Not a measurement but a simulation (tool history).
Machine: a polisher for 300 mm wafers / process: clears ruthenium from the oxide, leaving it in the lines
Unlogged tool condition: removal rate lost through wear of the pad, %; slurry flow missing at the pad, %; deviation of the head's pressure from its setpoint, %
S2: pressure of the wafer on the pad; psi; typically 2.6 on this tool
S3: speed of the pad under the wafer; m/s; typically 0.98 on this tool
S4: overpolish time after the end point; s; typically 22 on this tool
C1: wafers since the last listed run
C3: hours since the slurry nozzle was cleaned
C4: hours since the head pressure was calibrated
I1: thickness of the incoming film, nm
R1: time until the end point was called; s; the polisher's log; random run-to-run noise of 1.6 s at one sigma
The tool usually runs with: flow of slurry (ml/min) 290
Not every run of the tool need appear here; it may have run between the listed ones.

run 1 day=0 | flow_of_slurry_(ml/min)=290 S2=2.6 S3=0.98 S4=22 | C1=0 wafers_polished_on_this_pad=2297 C3=54.1 C4=154.1 | I1=108.4 | R1=87
run 2 day=3.821 | flow_of_slurry_(ml/min)=290 S2=2.6 S3=0.98 S4=22 | C1=894 wafers_polished_on_this_pad=3191 C3=145.8 C4=245.8 | I1=109 | R1=90.5
-- day=6.479 worn pad replaced by a new one
run 3 day=8.275 | flow_of_slurry_(ml/min)=290 S2=2.6 S3=0.98 S4=22 | C1=1003 wafers_polished_on_this_pad=420 C3=252.7 C4=352.7 | I1=110.7 | R1=86.4
run 4 day=11.779 | flow_of_slurry_(ml/min)=290 S2=2.6 S3=0.98 S4=22 | C1=820 wafers_polished_on_this_pad=1240 C3=336.8 C4=436.8 | I1=108.6 | R1=91.8
-- day=12.638 slurry nozzle cleaned
-- day=15.075 head pressure recalibrated
run 5 day=15.275 | flow_of_slurry_(ml/min)=290 S2=2.6 S3=0.98 S4=22 | C1=788 wafers_polished_on_this_pad=2028 C3=63.3 C4=4.8 | I1=110.3 | R1=90.1
-- day=23.292 worn pad replaced by a new one
run 6 day=27.975 | flow_of_slurry_(ml/min)=290 S2=2.4 S3=0.98 S4=22 | C1=2932 wafers_polished_on_this_pad=1095 C3=368.1 C4=309.6 | I1=108.7 | R1=94.5
-- day=28.567 slurry nozzle cleaned
run 7 day=29.717 | flow_of_slurry_(ml/min)=290 S2=2.4 S3=0.98 S4=22 | C1=397 wafers_polished_on_this_pad=1493 C3=27.6 C4=351.4 | I1=108.8 | R1=98
run 8 day=32.062 | flow_of_slurry_(ml/min)=290 S2=2.4 S3=0.98 S4=22 | C1=548 wafers_polished_on_this_pad=2042 C3=83.9 C4=407.7 | I1=110.8 | R1=102.2
-- day=36.146 head pressure recalibrated
run 9 day=36.229 | flow_of_slurry_(ml/min)=290 S2=2.6 S3=0.98 S4=22 | C1=955 wafers_polished_on_this_pad=2997 C3=183.9 C4=2 | I1=110.2 | R1=90.7
-- day=37.85 worn pad replaced by a new one
run 10 day=40.146 | flow_of_slurry_(ml/min)=290 S2=2.6 S3=0.98 S4=22 | C1=877 wafers_polished_on_this_pad=537 C3=277.9 C4=96 | I1=110.8 | R1=87
run 11 day=41.804 | flow_of_slurry_(ml/min)=290 S2=3.3 S3=0.98 S4=35 | C1=388 wafers_polished_on_this_pad=925 C3=317.7 C4=135.8 | I1=109.9 | R1=68.3
-- day=43.708 slurry nozzle cleaned
run 12 day=45.371 | flow_of_slurry_(ml/min)=290 S2=2.2 S3=0.98 S4=22 | C1=824 wafers_polished_on_this_pad=1750 C3=39.9 C4=221.4 | I1=108.9 | R1=104.5
run 13 day=49.446 | flow_of_slurry_(ml/min)=380 S2=3.1 S3=0.88 S4=22 | C1=953 wafers_polished_on_this_pad=2703 C3=137.7 C4=319.2 | I1=108.9 | R1=82.5
run 14 day=52.179 | flow_of_slurry_(ml/min)=290 S2=2.6 S3=0.98 S4=22 | C1=639 wafers_polished_on_this_pad=3343 C3=203.3 C4=384.8 | I1=111.2 | R1=95.9
-- day=53.212 worn pad replaced by a new one
-- day=60.229 slurry nozzle cleaned
-- day=61.975 head pressure recalibrated
run 15 day=65.071 | flow_of_slurry_(ml/min)=195 S2=2.4 S3=0.66 S4=22 | C1=2948 wafers_polished_on_this_pad=2745 C3=116.2 C4=74.3 | I1=112.4 | R1=148.9
run 16 day=68.525 | flow_of_slurry_(ml/min)=345 S2=2 S3=1.28 S4=22 | C1=808 wafers_polished_on_this_pad=3553 C3=199.1 C4=157.2 | I1=111.5 | R1=94.2
-- day=69.367 worn pad replaced by a new one
run 17 day=72.792 | flow_of_slurry_(ml/min)=290 S2=2.6 S3=1.12 S4=22 | C1=959 wafers_polished_on_this_pad=801 C3=301.5 C4=259.6 | I1=110.2 | R1=75.7
run 18 day=74.775 | flow_of_slurry_(ml/min)=375 S2=2.6 S3=0.98 S4=33 | C1=464 wafers_polished_on_this_pad=1265 C3=349.1 C4=307.2 | I1=109.1 | R1=83.8
-- day=78.575 slurry nozzle cleaned
run 19 day=79.092 | flow_of_slurry_(ml/min)=290 S2=2.6 S3=0.98 S4=22 | C1=1000 wafers_polished_on_this_pad=2265 C3=12.4 C4=410.8 | I1=111.4 | R1=92.1
run 20 day=81.742 | flow_of_slurry_(ml/min)=320 S2=2.6 S3=0.98 S4=22 | C1=620 wafers_polished_on_this_pad=2885 C3=76 C4=474.4 | I1=110.1 | R1=91
-- day=83.238 head pressure recalibrated
run 21 day=83.917 | flow_of_slurry_(ml/min)=290 S2=2.6 S3=0.98 S4=22 | C1=489 wafers_polished_on_this_pad=3375 C3=128.2 C4=16.3 | I1=109.8 | R1=88.6

Take each entry between the runs: how does the hidden state at the last listed run before it differ from the hidden state at the first listed run after it?
Between runs 2 and 3: worn pad replaced by a new one (day 6.479)
  removal rate lost through wear of the pad, %: 12 -> 5.01
  difference, measured minus the result without the unlogged condition, R1: +10.8 -> +4.3 s
Between runs 4 and 5: slurry nozzle cleaned (day 12.638); head pressure recalibrated (day 15.075)
  removal rate lost through wear of the pad, %: 9.27 -> 11.5
  difference, measured minus the result without the unlogged condition, R1: +8.5 -> +10.4 s
Between runs 5 and 6: worn pad replaced by a new one (day 23.292)
  removal rate lost through wear of the pad, %: 11.5 -> 8.92
  difference, measured minus the result without the unlogged condition, R1: +10.4 -> +8.4 s
Between runs 6 and 7: slurry nozzle cleaned (day 28.567)
  removal rate lost through wear of the pad, %: 8.92 -> 10.4
  difference, measured minus the result without the unlogged condition, R1: +8.4 -> +10.2 s
Between runs 8 and 9: head pressure recalibrated (day 36.146)
  removal rate lost through wear of the pad, %: 11.8 -> 13.1
  difference, measured minus the result without the unlogged condition, R1: +12 -> +11.9 s
Between runs 9 and 10: worn pad replaced by a new one (day 37.85)
  removal rate lost through wear of the pad, %: 13.1 -> 5.8
  difference, measured minus the result without the unlogged condition, R1: +11.9 -> +5 s
Between runs 11 and 12: slurry nozzle cleaned (day 43.708)
  removal rate lost through wear of the pad, %: 7.95 -> 10.9
  difference, measured minus the result without the unlogged condition, R1: +5.4 -> +11.3 s
Between runs 14 and 15: worn pad replaced by a new one (day 53.212); slurry nozzle cleaned (day 60.229); head pressure recalibrated (day 61.975)
  nothing in the hidden state changes from one run to the other
  difference, measured minus the result without the unlogged condition, R1: +12.7 -> +19.7 s
Between runs 16 and 17: worn pad replaced by a new one (day 69.367)
  removal rate lost through wear of the pad, %: 13.9 -> 5.8
  difference, measured minus the result without the unlogged condition, R1: +13.1 -> +4.4 s
Between runs 18 and 19: slurry nozzle cleaned (day 78.575)
  removal rate lost through wear of the pad, %: 7.85 -> 10.4
  difference, measured minus the result without the unlogged condition, R1: +6.6 -> +9.6 s
Between runs 20 and 21: head pressure recalibrated (day 83.238)
  removal rate lost through wear of the pad, %: 11.3 -> 11.7
  difference, measured minus the result without the unlogged condition, R1: +10.2 -> +10.4 s
